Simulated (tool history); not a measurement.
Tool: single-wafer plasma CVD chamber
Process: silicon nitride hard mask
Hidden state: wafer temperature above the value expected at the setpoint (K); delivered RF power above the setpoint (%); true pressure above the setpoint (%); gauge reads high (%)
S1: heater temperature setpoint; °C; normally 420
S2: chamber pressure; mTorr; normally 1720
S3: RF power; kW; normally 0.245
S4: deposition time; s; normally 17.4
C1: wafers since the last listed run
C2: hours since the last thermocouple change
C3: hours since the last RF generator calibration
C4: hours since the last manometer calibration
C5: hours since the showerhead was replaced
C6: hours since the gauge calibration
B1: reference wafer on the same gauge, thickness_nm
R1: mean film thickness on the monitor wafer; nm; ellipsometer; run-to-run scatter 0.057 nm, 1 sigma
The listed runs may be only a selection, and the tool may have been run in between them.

run	hour	S1	S2	S3	S4	C1	C2	C3	C4	C5	C6	B1	R1
1	0	420	1900	0.225	17.4	0	62.6	488.2	1961.6	3577.6	532.1	17.898	18.264
2	50.5	420	1720	0.245	17.4	1698	113.1	538.7	2012.1	3628.1	582.6	17.892	18.323
# hour 190.3: capacitance manometer re-zeroed and calibrated
3	273.8	409	1720	0.245	17.4	7242	336.4	762	83.5	3851.4	805.9	17.908	17.998
4	349.4	420	1720	0.245	17.4	2542	412	837.6	159.1	3927	881.5	17.891	17.799
5	431.8	434	1720	0.245	15.5	2771	494.4	920	241.5	4009.4	963.9	17.896	15.787
6	539.6	420	1720	0.245	17.4	3626	602.2	1027.8	349.3	4117.2	1071.7	17.879	17.702
7	617.1	420	1720	0.245	17.4	2606	679.7	1105.3	426.8	4194.7	1149.2	17.895	17.725
8	656.6	409	1720	0.215	17.4	1328	719.2	1144.8	466.3	4234.2	1188.7	17.9	16.823
9	731.7	410	1900	0.245	17.4	2526	794.3	1219.9	541.4	4309.3	1263.8	17.923	18.621
10	795.4	411	1580	0.245	18.4	2142	858	1283.6	605.1	4373	1327.5	17.903	18.217
11	847.9	420	1720	0.245	17.4	1765	910.5	1336.1	657.6	4425.5	1380	17.903	17.784
# hour 894.8: showerhead replaced
12	953.7	420	1720	0.2	17.4	3289	1016.3	1441.9	763.4	58.9	1485.8	17.901	16.219
13	1044.8	427	1720	0.245	17.4	3064	1107.4	1533	854.5	150	1576.9	17.874	17.703
14	1116.6	420	1720	0.245	17.4	2415	1179.2	1604.8	926.3	221.8	1648.7	17.89	17.846
15	1160.9	406	1540	0.21	17.4	1490	1223.5	1649.1	970.6	266.1	1693	17.897	16.016
# hour 1199.7: RF generator calibrated
16	1251.1	420	1720	0.205	17.4	2764	1313.7	51.4	1060.8	356.3	1783.2	17.904	16.88
17	1333.7	420	1720	0.245	17.4	2778	1396.3	134	1143.4	438.9	1865.8	17.884	18.238
18	1371.7	420	1480	0.21	19.5	1278	1434.3	172	1181.4	476.9	1903.8	17.875	17.82
19	1433	425	2080	0.245	14.2	2061	1495.6	233.3	1242.7	538.2	1965.1	17.894	15.877
20	1512.5	427	1720	0.285	20.6	2674	1575.1	312.8	1322.2	617.7	2044.6	17.913	22.988
21	1573.2	429	1510	0.245	17.4	2041	1635.8	373.5	1382.9	678.4	2105.3	17.91	17.081
22	1632.2	433	1720	0.245	20.3	1984	1694.8	432.5	1441.9	737.4	2164.3	17.913	21.12
23	1673.7	420	1720	0.215	17.4	1395	1736.3	474	1483.4	778.9	2205.8	17.896	17.063
# hour 1699.4: thermocouple changed; heater temperature recalibrated
24	1726.4	420	1720	0.245	17.4	1503	27	526.7	1536.1	831.6	2258.5	17.91	18.181
25	1803	420	1720	0.245	17.4	2576	103.6	603.3	1612.7	908.2	2335.1	17.877	18.118
26	1868.3	410	1480	0.28	15.8	2196	168.9	668.6	1678	973.5	2400.4	17.91	16.521
27	1936.8	420	1720	0.245	17.4	2304	237.4	737.1	1746.5	1042	2468.9	17.909	18.254

Below, some changes in R1 between adjacent runs. For each, the amount present without the hidden state too (settings, incoming material, random variation) and the amount remaining for the hidden state with gauge scatter not shared by both compared results:
Run 2 -> 3: S1 420 -> 409, capacitance manometer re-zeroed and calibrated. R1 -0.325 nm: hidden state -0.45, all else +0.125.
Run 15 -> 16: S1 406 -> 420, S2 1540 -> 1720, S3 0.21 -> 0.205, RF generator calibrated. R1 +0.864 nm: hidden state +0.449, all else +0.415.
Run 19 -> 20: S1 425 -> 427, S2 2080 -> 1720, S3 0.245 -> 0.285, S4 14.2 -> 20.6. R1 +7.111 nm: hidden state -0.036, all else +7.147.
Run 20 -> 21: S1 427 -> 429, S2 1720 -> 1510, S3 0.285 -> 0.245, S4 20.6 -> 17.4. R1 -5.907 nm: hidden state +0.018, all else -5.925.
